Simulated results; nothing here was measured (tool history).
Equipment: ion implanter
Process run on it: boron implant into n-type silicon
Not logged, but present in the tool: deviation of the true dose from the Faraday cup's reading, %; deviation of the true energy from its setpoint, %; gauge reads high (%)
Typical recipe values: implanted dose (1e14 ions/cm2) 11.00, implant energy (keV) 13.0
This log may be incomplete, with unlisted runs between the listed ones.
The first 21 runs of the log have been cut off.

run	day	implanted dose (1e14 ions/cm2)	implant energy (keV)	wafers since the last listed run	hours since the last dose calibration	hours since the extraction supply was calibrated	hours since the gauge calibration	read-back reference wafer on the same gauge, sheet resistance	sheet resistance of the implanted and annealed layer (ohm/square)
22	46.646	11.00	13.0	1743	174.3	1900.5	86.9	130.01	117.88
23	47.967	11.00	13.0	824	206.0	1932.2	118.6	130.04	117.80
24	49.850	11.00	13.0	1176	251.2	1977.4	163.8	129.96	117.90
25	52.358	9.99	16.5	1566	311.4	2037.6	224.0	130.01	122.76
26	54.117	12.66	11.5	1098	353.6	2079.8	266.2	129.95	110.16
27	55.167	8.27	10.5	655	378.8	2105.0	291.4	130.02	151.36
28	57.608	11.00	13.0	1524	437.4	2163.6	350.0	130.05	117.87
# day 60.175: extraction supply calibrated
29	60.196	8.76	9.5	1407	499.5	0.5	412.1	130.01	146.00
30	62.479	9.32	9.5	1425	554.3	55.3	466.9	130.00	138.90
31	64.558	8.76	9.5	1298	604.2	105.2	516.8	129.97	145.64
32	66.850	9.75	11.0	1431	659.2	160.2	571.8	130.01	131.25
33	69.108	8.66	14.5	1410	713.4	214.4	626.0	129.94	139.03
34	70.917	11.00	15.0	1129	756.8	257.8	669.4	130.01	113.87
35	72.962	11.00	13.0	1277	805.9	306.9	718.5	129.96	116.66
36	75.279	8.84	10.0	1446	861.5	362.5	774.1	130.01	143.66

Forecast each of these 5 alternatives for the next run:
A	75.296	11.00	13.0	10	861.9	362.9	774.5	?	?
B	75.296	8.35	13.0	10	861.9	362.9	774.5	?	?
C	75.296	9.50	14.5	10	861.9	362.9	774.5	?	?
D	75.296	13.66	14.5	10	861.9	362.9	774.5	?	?
E	75.296	10.08	9.5	10	861.9	362.9	774.5	?	?

run	read-back reference wafer on the same gauge, sheet resistance	sheet resistance of the implanted and annealed layer (ohm/square)
A	129.98	116.50
B	129.98	144.75
C	129.98	128.43
D	129.98	98.20
E	129.98	131.48
Without the tool's unlogged condition, the same runs would have read:
run	sheet resistance of the implanted and annealed layer (ohm/square)
A	116.77
B	145.28
C	128.87
D	98.33
E	131.71
